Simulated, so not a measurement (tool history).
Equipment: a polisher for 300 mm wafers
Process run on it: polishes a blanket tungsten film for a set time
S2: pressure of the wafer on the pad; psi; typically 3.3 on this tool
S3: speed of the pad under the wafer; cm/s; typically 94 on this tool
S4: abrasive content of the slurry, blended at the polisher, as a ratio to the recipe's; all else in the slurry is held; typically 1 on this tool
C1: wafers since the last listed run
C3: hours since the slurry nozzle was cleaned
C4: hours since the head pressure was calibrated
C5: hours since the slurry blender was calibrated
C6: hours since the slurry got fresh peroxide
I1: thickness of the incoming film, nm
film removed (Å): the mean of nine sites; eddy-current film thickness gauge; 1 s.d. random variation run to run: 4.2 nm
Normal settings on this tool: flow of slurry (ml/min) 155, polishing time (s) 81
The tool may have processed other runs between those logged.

{"run": 1, "hour": 0.0, "flow of slurry (ml/min)": 155, "S2": 3.3, "S3": 94, "S4": 1, "polishing time (s)": 81, "C1": 0, "wafers polished on this pad": 548, "C3": 600.3, "C4": 1038.6, "C5": 167, "C6": 31.4, "I1": 937.9, "film removed (Å)": 3530}
{"run": 2, "hour": 25.3, "flow of slurry (ml/min)": 155, "S2": 3.3, "S3": 94, "S4": 1, "polishing time (s)": 81, "C1": 228, "wafers polished on this pad": 776, "C3": 625.6, "C4": 1063.9, "C5": 192.3, "C6": 56.7, "I1": 948, "film removed (Å)": 3422}
{"hour": 51.1, "done": "worn pad replaced by a new one"}
{"run": 3, "hour": 53.4, "flow of slurry (ml/min)": 155, "S2": 3.3, "S3": 94, "S4": 1, "polishing time (s)": 81, "C1": 217, "wafers polished on this pad": 20, "C3": 653.7, "C4": 1092, "C5": 220.4, "C6": 84.8, "I1": 937.9, "film removed (Å)": 3411}
{"run": 4, "hour": 66.3, "flow of slurry (ml/min)": 155, "S2": 3.3, "S3": 94, "S4": 1, "polishing time (s)": 81, "C1": 116, "wafers polished on this pad": 137, "C3": 666.6, "C4": 1104.9, "C5": 233.3, "C6": 97.7, "I1": 927.5, "film removed (Å)": 3549}
{"run": 5, "hour": 83.8, "flow of slurry (ml/min)": 155, "S2": 3.3, "S3": 94, "S4": 1, "polishing time (s)": 81, "C1": 157, "wafers polished on this pad": 295, "C3": 684.1, "C4": 1122.4, "C5": 250.8, "C6": 115.2, "I1": 919.9, "film removed (Å)": 3474}
{"hour": 98.9, "done": "slurry nozzle cleaned"}
{"hour": 100.2, "done": "slurry tank refilled with fresh slurry and peroxide"}
{"run": 6, "hour": 104.9, "flow of slurry (ml/min)": 145, "S2": 3.3, "S3": 94, "S4": 1, "polishing time (s)": 81, "C1": 172, "wafers polished on this pad": 467, "C3": 6, "C4": 1143.5, "C5": 271.9, "C6": 4.7, "I1": 950.8, "film removed (Å)": 3361}
{"hour": 126.3, "done": "head pressure recalibrated"}
{"run": 7, "hour": 131.5, "flow of slurry (ml/min)": 155, "S2": 3.3, "S3": 94, "S4": 1, "polishing time (s)": 81, "C1": 222, "wafers polished on this pad": 689, "C3": 32.6, "C4": 5.2, "C5": 298.5, "C6": 31.3, "I1": 927.2, "film removed (Å)": 3356}
{"run": 8, "hour": 147.5, "flow of slurry (ml/min)": 120, "S2": 3.3, "S3": 94, "S4": 1, "polishing time (s)": 81, "C1": 144, "wafers polished on this pad": 834, "C3": 48.6, "C4": 21.2, "C5": 314.5, "C6": 47.3, "I1": 947.2, "film removed (Å)": 3237}
{"hour": 160.7, "done": "worn pad replaced by a new one"}
{"run": 9, "hour": 172.1, "flow of slurry (ml/min)": 155, "S2": 3.3, "S3": 94, "S4": 1, "polishing time (s)": 81, "C1": 185, "wafers polished on this pad": 103, "C3": 73.2, "C4": 45.8, "C5": 339.1, "C6": 71.9, "I1": 930.2, "film removed (Å)": 3388}
{"run": 10, "hour": 189.0, "flow of slurry (ml/min)": 155, "S2": 2.3, "S3": 94, "S4": 1, "polishing time (s)": 81, "C1": 152, "wafers polished on this pad": 255, "C3": 90.1, "C4": 62.7, "C5": 356, "C6": 88.8, "I1": 951.5, "film removed (Å)": 2362}
{"hour": 204.5, "done": "slurry blender recalibrated"}
{"run": 11, "hour": 205.0, "flow of slurry (ml/min)": 115, "S2": 3.3, "S3": 94, "S4": 1, "polishing time (s)": 100, "C1": 126, "wafers polished on this pad": 382, "C3": 106.1, "C4": 78.7, "C5": 0.5, "C6": 104.8, "I1": 929.9, "film removed (Å)": 4263}
{"run": 12, "hour": 214.9, "flow of slurry (ml/min)": 155, "S2": 3.3, "S3": 94, "S4": 1, "polishing time (s)": 81, "C1": 89, "wafers polished on this pad": 471, "C3": 116, "C4": 88.6, "C5": 10.4, "C6": 114.7, "I1": 948.9, "film removed (Å)": 3725}
{"hour": 238.3, "done": "slurry tank refilled with fresh slurry and peroxide"}
{"hour": 253.2, "done": "worn pad replaced by a new one"}
{"run": 13, "hour": 253.7, "flow of slurry (ml/min)": 155, "S2": 3.3, "S3": 94, "S4": 1.1, "polishing time (s)": 81, "C1": 305, "wafers polished on this pad": 4, "C3": 154.8, "C4": 127.4, "C5": 49.2, "C6": 15.4, "I1": 952.5, "film removed (Å)": 3691}
{"run": 14, "hour": 277.2, "flow of slurry (ml/min)": 155, "S2": 4.3, "S3": 94, "S4": 1, "polishing time (s)": 81, "C1": 212, "wafers polished on this pad": 217, "C3": 178.3, "C4": 150.9, "C5": 72.7, "C6": 38.9, "I1": 939.1, "film removed (Å)": 4641}

Results for each run, recomputed without the tool's hidden state and with each run's random variation untouched:
The hidden state here: removal rate lost through wear of the pad, %; slurry flow missing at the pad, %; deviation of the head's pressure from its setpoint, %; abrasive missing from the slurry, %; peroxide lost from the slurry, %.
run=1 film_removed_(Å)=3723
run=2 film_removed_(Å)=3624
run=3 film_removed_(Å)=3626
run=4 film_removed_(Å)=3778
run=5 film_removed_(Å)=3704
run=6 film_removed_(Å)=3590
run=7 film_removed_(Å)=3592
run=8 film_removed_(Å)=3469
run=9 film_removed_(Å)=3634
run=10 film_removed_(Å)=2536
run=11 film_removed_(Å)=4279
run=12 film_removed_(Å)=3756
run=13 film_removed_(Å)=3784
run=14 film_removed_(Å)=4795
